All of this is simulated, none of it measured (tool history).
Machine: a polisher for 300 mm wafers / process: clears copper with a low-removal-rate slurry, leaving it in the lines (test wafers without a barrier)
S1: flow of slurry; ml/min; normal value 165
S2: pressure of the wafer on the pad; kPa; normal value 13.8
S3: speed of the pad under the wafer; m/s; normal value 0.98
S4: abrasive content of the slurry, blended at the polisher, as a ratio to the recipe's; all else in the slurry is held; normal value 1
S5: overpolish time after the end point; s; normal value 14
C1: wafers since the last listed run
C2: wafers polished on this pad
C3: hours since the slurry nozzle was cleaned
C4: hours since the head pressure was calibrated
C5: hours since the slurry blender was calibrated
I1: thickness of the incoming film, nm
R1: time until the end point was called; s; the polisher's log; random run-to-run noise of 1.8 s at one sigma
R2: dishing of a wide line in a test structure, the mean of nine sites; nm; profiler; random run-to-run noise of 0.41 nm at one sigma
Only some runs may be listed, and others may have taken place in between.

| run | hour | S1 | S2 | S3 | S4 | S5 | C1 | C2 | C3 | C4 | C5 | I1 | R1 | R2 |
|---|---|---|---|---|---|---|---|---|---|---|---|---|---|---|
| 1 | 0 | 165 | 13.8 | 1.12 | 1 | 14 | 0 | 1190 | 762.2 | 455.6 | 220.6 | 236.3 | 113.8 | 19.2 |
| 2 | 9.4 | 165 | 13.8 | 0.78 | 1 | 14 | 77 | 1268 | 771.6 | 465 | 230 | 244.4 | 165.5 | 14.1 |
|  | 12.9 | head pressure recalibrated |
|  | 21.6 | worn pad replaced by a new one, of another model than before |
|  | 22.2 | slurry nozzle cleaned |
| 3 | 25.9 | 165 | 13.8 | 0.98 | 1 | 14 | 81 | 30 | 3.7 | 13 | 246.5 | 242.6 | 119.1 | 19 |
| 4 | 32.5 | 165 | 13.8 | 0.98 | 1 | 14 | 54 | 85 | 10.3 | 19.6 | 253.1 | 240.4 | 118.5 | 19.4 |
| 5 | 43.1 | 165 | 13.8 | 0.98 | 1 | 14 | 87 | 173 | 20.9 | 30.2 | 263.7 | 241.4 | 122.4 | 18.9 |
| 6 | 51.5 | 165 | 13.8 | 0.98 | 1 | 14 | 69 | 242 | 29.3 | 38.6 | 272.1 | 240.4 | 120.8 | 19.1 |
| 7 | 58.7 | 165 | 13.8 | 0.98 | 0.8 | 14 | 59 | 302 | 36.5 | 45.8 | 279.3 | 237.9 | 127.2 | 18.6 |
| 8 | 74.9 | 165 | 13.8 | 0.98 | 0.8 | 14 | 134 | 436 | 52.7 | 62 | 295.5 | 238.5 | 128.4 | 18.5 |
| 9 | 111.2 | 165 | 13.8 | 0.98 | 1 | 18 | 300 | 737 | 89 | 98.3 | 331.8 | 240 | 124 | 23.8 |
| 10 | 121 | 165 | 13.8 | 0.98 | 1 | 14 | 81 | 818 | 98.8 | 108.1 | 341.6 | 238.7 | 118.4 | 18.6 |
| 11 | 130.8 | 165 | 13.8 | 0.78 | 1 | 14 | 81 | 899 | 108.6 | 117.9 | 351.4 | 240.1 | 137.2 | 16.6 |
| 12 | 148.8 | 165 | 13.8 | 0.98 | 0.9 | 21 | 149 | 1048 | 126.6 | 135.9 | 369.4 | 237.4 | 132.5 | 25.3 |
|  | 166.5 | worn pad replaced by a new one |
| 13 | 167 | 165 | 13.8 | 0.72 | 0.75 | 14 | 117 | 4 | 144.8 | 154.1 | 387.6 | 240.8 | 162.9 | 14.8 |
| 14 | 175 | 165 | 13.8 | 0.84 | 1 | 8 | 66 | 70 | 152.8 | 162.1 | 395.6 | 239.9 | 133.9 | 10 |
| 15 | 188.1 | 165 | 13.8 | 0.88 | 1 | 14 | 108 | 178 | 165.9 | 175.2 | 408.7 | 239.2 | 137.9 | 16.4 |
| 16 | 201.9 | 110 | 17.2 | 0.98 | 1 | 14 | 114 | 293 | 179.7 | 189 | 422.5 | 240.9 | 162.9 | 14 |
|  | 209 | slurry blender recalibrated |
| 17 | 214.2 | 200 | 15.9 | 0.98 | 1.2 | 18 | 85 | 378 | 192 | 201.3 | 5.2 | 238.6 | 106 | 27.5 |
| 18 | 227 | 165 | 13.8 | 0.98 | 1 | 22 | 106 | 484 | 204.8 | 214.1 | 18 | 241.9 | 131.8 | 26.7 |
| 19 | 236 | 165 | 13.8 | 0.98 | 1 | 14 | 74 | 558 | 213.8 | 223.1 | 27 | 239.8 | 132.6 | 17.4 |
| 20 | 248 | 165 | 15.9 | 0.98 | 1.25 | 18 | 99 | 658 | 225.8 | 235.1 | 39 | 240.8 | 112.3 | 24.8 |
| 21 | 258 | 205 | 13.8 | 1.22 | 1 | 14 | 82 | 741 | 235.8 | 245.1 | 49 | 242.1 | 110.5 | 21.2 |
| 22 | 264.9 | 140 | 13.8 | 0.98 | 1 | 14 | 57 | 798 | 242.7 | 252 | 55.9 | 236.4 | 146.7 | 15.9 |
| 23 | 270.9 | 165 | 13.8 | 0.64 | 1 | 14 | 49 | 847 | 248.7 | 258 | 61.9 | 241.1 | 166.3 | 13.9 |
| 24 | 277.5 | 225 | 13.8 | 0.98 | 1 | 14 | 54 | 902 | 255.3 | 264.6 | 68.5 | 237.1 | 120.2 | 18.9 |
| 25 | 288.9 | 140 | 13.8 | 0.82 | 1 | 20 | 94 | 997 | 266.7 | 276 | 79.9 | 244.2 | 174.6 | 19.8 |
| 26 | 295.8 | 165 | 13.8 | 1.22 | 1.3 | 14 | 57 | 1054 | 273.6 | 282.9 | 86.8 | 240 | 114.2 | 20.8 |
| 27 | 311.9 | 165 | 13.8 | 0.98 | 1 | 14 | 133 | 1187 | 289.7 | 299 | 102.9 | 244.7 | 143.5 | 16.6 |
| 28 | 329.5 | 165 | 13.8 | 0.98 | 1 | 8 | 145 | 1333 | 307.3 | 316.6 | 120.5 | 244.6 | 145.8 | 9.9 |

Each row is a separate what-if for the run after 28, all from the same tool condition, not one after another. Results?
| A | 330 | 165 | 13.8 | 0.98 | 0.9 | 14 | 4 | 1337 | 307.8 | 317.1 | 121 | 240.7 | ? | ? |
| B | 330 | 165 | 12.4 | 1.24 | 0.85 | 14 | 4 | 1337 | 307.8 | 317.1 | 121 | 240.7 | ? | ? |
| C | 330 | 165 | 11 | 1.1 | 1 | 14 | 4 | 1337 | 307.8 | 317.1 | 121 | 240.7 | ? | ? |
| D | 330 | 185 | 13.8 | 1.2 | 1.2 | 7 | 4 | 1337 | 307.8 | 317.1 | 121 | 240.7 | ? | ? |
| E | 330 | 135 | 13.8 | 0.98 | 1 | 14 | 4 | 1337 | 307.8 | 317.1 | 121 | 240.7 | ? | ? |

| run | R1 | R2 |
|---|---|---|
| A | 142.9 | 15.7 |
| B | 137.1 | 16.3 |
| C | 151 | 14.8 |
| D | 110.5 | 10.4 |
| E | 164 | 13.8 |
Stripped of hidden state, with their random variation kept, the same runs would have yielded:
| run | R1 | R2 |
|---|---|---|
| A | 117.5 | 18.8 |
| B | 112.7 | 19.5 |
| C | 124 | 17.8 |
| D | 93.9 | 12.1 |
| E | 123.6 | 17.9 |
